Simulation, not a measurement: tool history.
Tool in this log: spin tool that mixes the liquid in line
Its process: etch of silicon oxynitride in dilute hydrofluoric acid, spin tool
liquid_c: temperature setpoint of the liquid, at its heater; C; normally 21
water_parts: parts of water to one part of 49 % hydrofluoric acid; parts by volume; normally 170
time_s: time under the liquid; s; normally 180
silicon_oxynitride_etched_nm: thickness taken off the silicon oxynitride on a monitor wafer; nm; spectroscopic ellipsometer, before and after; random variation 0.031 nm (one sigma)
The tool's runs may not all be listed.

run     day  liquid_c  water_parts  time_s  wafers since the last listed run  hours since the thermometer was replaced  hours since the hydrofluoric acid flow meter was replaced  hours since the gauge calibration  read-back film thickness of the silicon oxynitride reference wafer, read on the same gauge (nm)  silicon_oxynitride_etched_nm
  1       0        21          170     180                                 0                                    2224.9                                                        455                              241.5                                                                                          120.012                         2.413
  2   0.633        21          170     180                               102                                    2240.1                                                      470.2                              256.7                                                                                          119.993                          2.38
  3   1.283        23          170     155                               105                                    2255.7                                                      485.8                              272.3                                                                                          119.981                          2.31
  4   2.262        23          170     155                               158                                    2279.2                                                      509.3                              295.8                                                                                          120.033                         2.294
  5   2.642        23          170     155                                61                                    2288.3                                                      518.4                              304.9                                                                                          119.995                          2.22
  6   4.638        21          170     180                               323                                    2336.2                                                      566.3                              352.8                                                                                          120.009                         2.378
  7   5.175        21          170     180                                87                                    2349.1                                                      579.2                              365.7                                                                                           119.94                         2.423
  8     5.6        21          170     180                                68                                    2359.3                                                      589.4                              375.9                                                                                          120.033                         2.425
  9   7.146        21          170     180                               250                                    2396.4                                                      626.5                                413                                                                                          120.001                         2.454
 10   9.383        21          170     180                               363                                    2450.1                                                      680.2                              466.7                                                                                          120.045                         2.459
 11   9.762        21          170     180                                61                                    2459.2                                                      689.3                              475.8                                                                                           120.01                         2.482
 12  10.304        20          170     180                                87                                    2472.2                                                      702.3                              488.8                                                                                          119.975                         2.438
     10.521  -- gauge calibrated
 13  10.696        20          170     180                                63                                    2481.6                                                      711.7                                4.2                                                                                          119.958                         2.354
 14  11.396        21          170     180                               113                                    2498.4                                                      728.5                                 21                                                                                           119.99                         2.447
 15  12.108        21          170     220                               115                                    2515.5                                                      745.6                               38.1                                                                                          120.022                          2.94
 16  12.588        18          115     230                                77                                      2527                                                      757.1                               49.6                                                                                          119.982                         4.236
 17  13.042      19.5          170     180                                73                                    2537.9                                                        768                               60.5                                                                                          119.975                         2.341
 18  13.492      19.5          230     240                                73                                    2548.7                                                      778.8                               71.3                                                                                          119.981                         2.259
     13.729  -- thermometer replaced
 19  13.892        21          170     180                                58                                       3.9                                                      788.4                               80.9                                                                                          120.001                         2.553
 20  14.596        21          170     105                               114                                      20.8                                                      805.3                               97.8                                                                                          119.976                         1.496
     15.212  -- hydrofluoric acid flow meter replaced
 21  16.425        21          170     180                               289                                      64.7                                                       29.1                              141.7                                                                                          119.984                          2.27
 22  16.875        21          170     280                                73                                      75.5                                                       39.9                              152.5                                                                                          120.012                         3.499
 23  17.258        21          170     240                                62                                      84.7                                                       49.1                              161.7                                                                                          120.001                         3.049
 24  17.712        21           90     220                                73                                      95.6                                                         60                              172.6                                                                                          120.025                         5.378
 25  18.321        21          170     180                                98                                     110.2                                                       74.6                              187.2                                                                                          119.975                         2.251
 26      19        25          135     130                               110                                     126.5                                                       90.9                              203.5                                                                                          120.004                         2.584
 27  19.429        21          125     180                                69                                     136.8                                                      101.2                              213.8                                                                                          120.038                         3.098

Difference, measured minus no-hidden-state, one row per run. Run-to-run variation is common to both terms; the gauge's own scatter need not be:
What the log doesn't record here: liquid colder than its thermometer reads (K); hydrofluoric acid flow above the setpoint (%); gauge reads high (%).
run  silicon_oxynitride_etched_nm
  1                        +0.181
  2                        +0.184
  3                        +0.185
  4                        +0.191
  5                        +0.187
  6                        +0.215
  7                        +0.224
  8                        +0.227
  9                        +0.242
 10                         +0.26
 11                        +0.265
 12                        +0.264
 13                        +0.257
 14                        +0.273
 15                        +0.335
 16                        +0.472
 17                        +0.272
 18                        +0.273
 19                        +0.305
 20                        +0.182
 21                        +0.033
 22                        +0.056
 23                        +0.054
 24                          +0.1
 25                        +0.049
 26                        +0.062
 27                        +0.078

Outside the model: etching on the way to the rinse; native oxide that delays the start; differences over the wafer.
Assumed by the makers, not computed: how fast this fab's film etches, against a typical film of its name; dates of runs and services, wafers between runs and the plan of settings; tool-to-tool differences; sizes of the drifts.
